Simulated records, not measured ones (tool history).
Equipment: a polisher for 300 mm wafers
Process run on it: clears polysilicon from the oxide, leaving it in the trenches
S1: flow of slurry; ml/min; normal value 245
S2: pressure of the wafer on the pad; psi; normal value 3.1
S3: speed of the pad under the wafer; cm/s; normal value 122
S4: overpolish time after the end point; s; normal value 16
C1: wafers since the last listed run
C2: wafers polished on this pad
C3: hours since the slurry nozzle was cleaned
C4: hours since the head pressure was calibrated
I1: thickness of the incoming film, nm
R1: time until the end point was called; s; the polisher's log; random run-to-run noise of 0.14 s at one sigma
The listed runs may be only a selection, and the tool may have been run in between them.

run   hour   S1   S2   S3  S4   C1   C2      C3     C4     I1    R1
  1    0.0  245  3.1  122  16    0  605   877.9  814.2  507.1  30.5
       2.5  -- worn pad replaced by a new one
  2   16.4  245  3.1  122  16  174  174   894.3  830.6  493.6  27.9
  3   26.6  245  3.9  122  16  127  302   904.5  840.8  499.8  22.9
  4   33.9  245  3.1  122  16   91  393   911.8  848.1  501.0  28.9
      54.8  -- worn pad replaced by a new one
  5   55.3  245  3.1  122  16  217    6   933.2  869.5  494.5  28.0
  6   67.7  245  3.1  122  16  155  161   945.6  881.9  507.4  29.0
  7   85.2  245  3.9   98  16  219  380   963.1  899.4  504.0  29.3
  8  102.2  245  3.1  122  13  212  593   980.1  916.4  501.8  30.4
     107.1  -- worn pad replaced by a new one
  9  117.4  245  3.1  122  16  140  128   995.3  931.6  501.5  28.9
 10  137.2  225  2.5  148  10  248  376  1015.1  951.4  498.8  30.6
     138.5  -- slurry nozzle cleaned
 11  152.4  245  2.5  152  16  177  554    13.9  966.6  506.5  30.7

What will run 12 give?
     166.8  -- worn pad replaced by a new one
 12  169.7  245  3.1  122  16  166  36  31.2  983.9  490.2   ?

Run 12 gave R1 28.9 s.
Were there no unlogged condition in the tool, this run, its random variation unchanged, would have produced R1 25.6 s.
